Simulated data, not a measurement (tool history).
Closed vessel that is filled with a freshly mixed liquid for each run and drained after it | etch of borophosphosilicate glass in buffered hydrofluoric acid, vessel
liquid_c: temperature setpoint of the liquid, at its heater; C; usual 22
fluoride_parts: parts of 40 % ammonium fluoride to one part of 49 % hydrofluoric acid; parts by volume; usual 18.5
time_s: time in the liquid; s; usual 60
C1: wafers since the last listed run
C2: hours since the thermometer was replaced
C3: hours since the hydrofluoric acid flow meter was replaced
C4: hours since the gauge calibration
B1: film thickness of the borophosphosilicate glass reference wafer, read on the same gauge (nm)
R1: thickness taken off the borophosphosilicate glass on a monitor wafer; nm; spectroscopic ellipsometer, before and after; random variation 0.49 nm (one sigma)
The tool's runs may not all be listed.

run 1 day=0 | liquid_c=23.5 fluoride_parts=18.5 time_s=60 | C1=0 C2=1620.8 C3=282.8 C4=800.8 | B1=140.02 | R1=78.22
run 2 day=4.279 | liquid_c=23.5 fluoride_parts=18.5 time_s=60 | C1=11009 C2=1723.5 C3=385.5 C4=903.5 | B1=140.02 | R1=77.76
run 3 day=6.704 | liquid_c=23.5 fluoride_parts=18.5 time_s=60 | C1=6238 C2=1781.7 C3=443.7 C4=961.7 | B1=140.02 | R1=75.56
-- day=6.958 hydrofluoric acid flow meter replaced
run 4 day=10.633 | liquid_c=22 fluoride_parts=18.5 time_s=60 | C1=10001 C2=1876 C3=88.2 C4=1056 | B1=140.01 | R1=71.27
-- day=14.008 gauge calibrated
run 5 day=14.971 | liquid_c=22 fluoride_parts=18.5 time_s=50 | C1=11159 C2=1980.1 C3=192.3 C4=23.1 | B1=140 | R1=59.25
run 6 day=16.479 | liquid_c=22 fluoride_parts=18.5 time_s=50 | C1=3880 C2=2016.3 C3=228.5 C4=59.3 | B1=140.05 | R1=59.07
run 7 day=19.633 | liquid_c=22 fluoride_parts=18.5 time_s=60 | C1=8114 C2=2092 C3=304.2 C4=135 | B1=139.96 | R1=70.51
run 8 day=23.633 | liquid_c=22 fluoride_parts=18.5 time_s=60 | C1=10291 C2=2188 C3=400.2 C4=231 | B1=140 | R1=69.37
run 9 day=25.896 | liquid_c=22 fluoride_parts=18.5 time_s=60 | C1=5820 C2=2242.3 C3=454.5 C4=285.3 | B1=140.02 | R1=68.78
-- day=27.312 hydrofluoric acid flow meter replaced
run 10 day=27.617 | liquid_c=22 fluoride_parts=18.5 time_s=60 | C1=4320 C2=2283.6 C3=7.3 C4=326.6 | B1=140.03 | R1=71.7
run 11 day=31.083 | liquid_c=25.5 fluoride_parts=18.5 time_s=60 | C1=8918 C2=2366.8 C3=90.5 C4=409.8 | B1=140.04 | R1=85.44
run 12 day=33.325 | liquid_c=22 fluoride_parts=18.5 time_s=35 | C1=5767 C2=2420.6 C3=144.3 C4=463.6 | B1=139.98 | R1=40.56
run 13 day=37.496 | liquid_c=22 fluoride_parts=18.5 time_s=60 | C1=10730 C2=2520.7 C3=244.4 C4=563.7 | B1=139.98 | R1=68.84
run 14 day=41.621 | liquid_c=26 fluoride_parts=18.5 time_s=45 | C1=10612 C2=2619.7 C3=343.4 C4=662.7 | B1=139.96 | R1=63.84
run 15 day=43.162 | liquid_c=22 fluoride_parts=15 time_s=60 | C1=3966 C2=2656.7 C3=380.4 C4=699.7 | B1=139.99 | R1=84.52
-- day=50.746 hydrofluoric acid flow meter replaced
run 16 day=55.4 | liquid_c=22 fluoride_parts=21 time_s=40 | C1=31377 C2=2950.4 C3=111.7 C4=993.4 | B1=140.01 | R1=40.99
-- day=63.35 gauge calibrated
-- day=65.304 thermometer replaced
run 17 day=68.475 | liquid_c=22 fluoride_parts=18.5 time_s=60 | C1=33531 C2=76.1 C3=425.5 C4=123 | B1=139.96 | R1=75.01
run 18 day=71.608 | liquid_c=25 fluoride_parts=13.5 time_s=35 | C1=8061 C2=151.3 C3=500.7 C4=198.2 | B1=140 | R1=70.69
run 19 day=73.312 | liquid_c=23.5 fluoride_parts=13.5 time_s=80 | C1=4384 C2=192.2 C3=541.6 C4=239.1 | B1=139.99 | R1=146.91
-- day=73.404 hydrofluoric acid flow meter replaced
run 20 day=81.983 | liquid_c=24.5 fluoride_parts=24 time_s=60 | C1=22200 C2=400.3 C3=205.9 C4=447.2 | B1=140.03 | R1=71.15
run 21 day=85.162 | liquid_c=22 fluoride_parts=18.5 time_s=60 | C1=8179 C2=476.6 C3=282.2 C4=523.5 | B1=139.99 | R1=74.4

Forecast each of these 3 alternatives for the next run:
run A day=85.192 | liquid_c=24 fluoride_parts=18.5 time_s=60 | C1=75 C2=477.3 C3=282.9 C4=524.2 | B1=? | R1=?
run B day=85.192 | liquid_c=22 fluoride_parts=18.5 time_s=80 | C1=75 C2=477.3 C3=282.9 C4=524.2 | B1=? | R1=?
run C day=85.192 | liquid_c=19 fluoride_parts=12 time_s=60 | C1=75 C2=477.3 C3=282.9 C4=524.2 | B1=? | R1=?

run=A B1=140 R1=83.62
run=B B1=140 R1=99.95
run=C B1=140 R1=97.38
Without the tool's hidden state the same runs would have given:
run=A R1=87.99
run=B R1=105.21
run=C R1=102.54

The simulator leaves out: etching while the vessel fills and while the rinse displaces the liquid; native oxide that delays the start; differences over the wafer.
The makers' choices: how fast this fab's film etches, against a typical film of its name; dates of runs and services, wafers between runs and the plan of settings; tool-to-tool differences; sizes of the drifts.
